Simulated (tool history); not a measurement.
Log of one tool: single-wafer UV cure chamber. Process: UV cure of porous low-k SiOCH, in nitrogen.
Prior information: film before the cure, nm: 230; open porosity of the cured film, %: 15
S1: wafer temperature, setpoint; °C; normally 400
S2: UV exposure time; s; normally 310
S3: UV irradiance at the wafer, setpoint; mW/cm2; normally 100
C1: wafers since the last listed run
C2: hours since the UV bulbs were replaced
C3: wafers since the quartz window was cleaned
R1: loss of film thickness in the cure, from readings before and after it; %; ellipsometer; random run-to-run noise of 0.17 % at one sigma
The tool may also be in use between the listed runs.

run	day	S1	S2	S3	C1	C2	C3	R1
1	0	400	310	84	0	1865.3	862	11.234
# day 0.075: quartz window cleaned
2	0.408	400	310	84	60	1875.1	60	12.227
3	0.75	400	310	84	61	1883.3	122	12.109
4	1.167	389	310	100	75	1893.3	197	12.707
5	1.471	389	310	100	54	1900.6	252	12.358
6	1.729	400	310	126	46	1906.8	299	13.787
7	2.262	400	310	126	96	1919.6	395	13.306
8	2.55	400	440	122	51	1926.5	447	14.849
9	2.942	400	440	122	70	1935.9	518	14.776
10	3.658	400	440	122	129	1953.1	648	15.362
11	4.196	400	310	100	97	1966	745	12.188
12	4.658	400	310	100	83	1977.1	828	12.259
# day 5.071: quartz window cleaned
# day 5.467: UV bulbs replaced
13	5.488	400	310	100	29	0.5	15	13.131
14	5.55	384	440	100	11	2	26	14.307
15	6.096	415	395	70	98	15.1	125	12.451
16	6.55	400	310	100	82	26	207	12.087
17	6.904	400	310	100	64	34.5	271	12.208
18	7.338	415	215	77	78	44.9	349	9.627
19	7.75	384	310	100	74	54.8	424	11.787
20	8.312	400	365	100	101	68.3	525	13.224
# day 10.138: quartz window cleaned
21	10.158	412	230	127	273	112.6	3	12.75
22	10.675	383	230	82	93	125	97	10.148
23	11.371	400	255	100	125	141.7	223	11.571
24	11.946	400	310	100	103	155.5	327	12.595
25	12.221	406	165	116	49	162.1	376	10.489
26	12.504	400	310	100	51	168.9	427	12.258
27	12.804	415	310	120	54	176.1	482	13.596
28	13.442	400	205	100	115	191.4	597	10.282

Each row is a separate what-if for the run after 28, all from the same tool condition, not one after another. Results?
A	13.458	400	310	100	3	191.8	600	?
B	13.458	400	385	83	3	191.8	600	?
C	13.458	410	490	86	3	191.8	600	?
D	13.458	400	310	111	3	191.8	600	?
E	13.458	410	310	82	3	191.8	600	?

run	R1
A	12.229
B	12.372
C	13.883
D	12.724
E	11.478
Stripped of hidden state, with their random variation kept, the same runs would have yielded:
run	R1
A	13.266
B	13.413
C	14.948
D	13.771
E	12.498

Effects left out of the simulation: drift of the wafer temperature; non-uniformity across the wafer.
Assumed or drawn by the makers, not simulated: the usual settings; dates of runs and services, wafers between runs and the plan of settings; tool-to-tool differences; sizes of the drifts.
